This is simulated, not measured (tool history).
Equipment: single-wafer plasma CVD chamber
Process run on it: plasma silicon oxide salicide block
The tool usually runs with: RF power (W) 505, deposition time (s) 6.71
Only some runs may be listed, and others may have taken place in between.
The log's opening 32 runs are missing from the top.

run	hour	RF power (W)	deposition time (s)	read-back reference wafer on the same gauge, thickness_nm	mean film thickness on the monitor wafer (Å)
# hour 866.4: RF generator calibrated, repeated, since the last time left the tool worse
33	866.9	505	7.68	76.849	747.34
# hour 876.6: showerhead replaced
34	908.1	505	6.71	76.842	655.15
35	926.1	505	6.71	76.805	652.14
36	956.4	440	7.43	76.901	698.93
# hour 959.3: gauge calibrated
37	988.9	455	7.68	76.888	729.13
38	1017.6	585	6.71	76.916	675.79
39	1033.3	425	5.84	76.924	540.39
40	1102.8	505	6.71	76.892	654.09
41	1129.7	480	7.23	76.904	693.65
42	1148.4	505	6.71	76.934	651.73
43	1171.3	505	6.71	76.896	650.67
44	1194.2	420	6.16	76.925	570.86
45	1220.0	505	6.71	76.949	648.56

What if the next run were any one of these 3? Each begins from the tool's condition after run 45:
A	1220.4	505	5.88	?	?
B	1220.4	535	6.04	?	?
C	1220.4	600	7.72	?	?

run	read-back reference wafer on the same gauge, thickness_nm	mean film thickness on the monitor wafer (Å)
A	76.974	573.56
B	76.974	597.92
C	76.974	787.22
Had the tool no hidden state, the same runs would have come out as:
run	mean film thickness on the monitor wafer (Å)
A	576.42
B	600.89
C	791.14
